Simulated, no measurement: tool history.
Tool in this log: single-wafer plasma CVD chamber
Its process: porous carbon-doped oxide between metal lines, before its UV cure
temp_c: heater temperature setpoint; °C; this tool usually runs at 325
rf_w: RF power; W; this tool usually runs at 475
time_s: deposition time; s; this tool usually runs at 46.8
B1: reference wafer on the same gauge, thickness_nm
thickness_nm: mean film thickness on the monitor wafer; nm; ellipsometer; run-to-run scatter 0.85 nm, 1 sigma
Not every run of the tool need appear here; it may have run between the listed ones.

run 1 day=0.000 | temp_c=325 rf_w=410 time_s=50.8 | B1=179.009 | thickness_nm=182.891
run 2 day=1.208 | temp_c=325 rf_w=475 time_s=46.8 | B1=178.940 | thickness_nm=184.383
run 3 day=1.825 | temp_c=325 rf_w=475 time_s=46.8 | B1=179.097 | thickness_nm=185.883
run 4 day=3.250 | temp_c=325 rf_w=475 time_s=46.8 | B1=178.970 | thickness_nm=185.153
run 5 day=4.062 | temp_c=325 rf_w=475 time_s=46.8 | B1=178.897 | thickness_nm=184.250
run 6 day=8.229 | temp_c=325 rf_w=475 time_s=46.8 | B1=178.923 | thickness_nm=185.096
run 7 day=9.012 | temp_c=325 rf_w=475 time_s=46.8 | B1=179.073 | thickness_nm=184.989
run 8 day=10.317 | temp_c=325 rf_w=475 time_s=42.2 | B1=178.830 | thickness_nm=167.382
-- day=10.442 gauge calibrated
-- day=10.833 RF generator calibrated
run 9 day=11.500 | temp_c=325 rf_w=475 time_s=42.2 | B1=178.901 | thickness_nm=166.926
run 10 day=12.233 | temp_c=325 rf_w=475 time_s=46.8 | B1=178.970 | thickness_nm=184.765
-- day=12.771 showerhead replaced
run 11 day=13.471 | temp_c=325 rf_w=475 time_s=46.8 | B1=179.033 | thickness_nm=185.453
run 12 day=14.021 | temp_c=337 rf_w=390 time_s=38.3 | B1=179.007 | thickness_nm=125.293
run 13 day=15.346 | temp_c=314 rf_w=475 time_s=40.3 | B1=178.928 | thickness_nm=171.171
run 14 day=16.196 | temp_c=325 rf_w=555 time_s=46.8 | B1=179.064 | thickness_nm=202.358
run 15 day=16.742 | temp_c=316 rf_w=380 time_s=42.9 | B1=179.271 | thickness_nm=154.053
run 16 day=17.538 | temp_c=313 rf_w=500 time_s=44.2 | B1=179.156 | thickness_nm=192.161
run 17 day=18.400 | temp_c=311 rf_w=475 time_s=46.8 | B1=179.252 | thickness_nm=201.116
-- day=18.746 thermocouple changed; heater temperature recalibrated
run 18 day=19.854 | temp_c=337 rf_w=545 time_s=41.0 | B1=178.959 | thickness_nm=165.334
run 19 day=21.342 | temp_c=340 rf_w=435 time_s=46.8 | B1=178.961 | thickness_nm=162.539
run 20 day=22.758 | temp_c=325 rf_w=430 time_s=46.8 | B1=178.876 | thickness_nm=173.761
run 21 day=23.883 | temp_c=325 rf_w=475 time_s=46.8 | B1=179.062 | thickness_nm=185.261
run 22 day=25.217 | temp_c=325 rf_w=475 time_s=46.8 | B1=179.154 | thickness_nm=183.814
run 23 day=25.817 | temp_c=325 rf_w=475 time_s=46.8 | B1=178.859 | thickness_nm=185.038

Consider 4 possible next runs. They are alternatives, not a sequence: every one starts from the tool as it was left by run 23. What does each give?
run A day=25.833 | temp_c=325 rf_w=475 time_s=46.8 | B1=? | thickness_nm=?
run B day=25.833 | temp_c=320 rf_w=445 time_s=41.5 | B1=? | thickness_nm=?
run C day=25.833 | temp_c=325 rf_w=475 time_s=49.5 | B1=? | thickness_nm=?
run D day=25.833 | temp_c=313 rf_w=545 time_s=52.0 | B1=? | thickness_nm=?

run=A B1=179.034 thickness_nm=183.778
run=B B1=179.034 thickness_nm=161.172
run=C B1=179.034 thickness_nm=194.148
run=D B1=179.034 thickness_nm=235.465
Without the tool's unlogged condition, the same runs would have read:
run=A thickness_nm=183.778
run=B thickness_nm=161.172
run=C thickness_nm=194.148
run=D thickness_nm=235.465

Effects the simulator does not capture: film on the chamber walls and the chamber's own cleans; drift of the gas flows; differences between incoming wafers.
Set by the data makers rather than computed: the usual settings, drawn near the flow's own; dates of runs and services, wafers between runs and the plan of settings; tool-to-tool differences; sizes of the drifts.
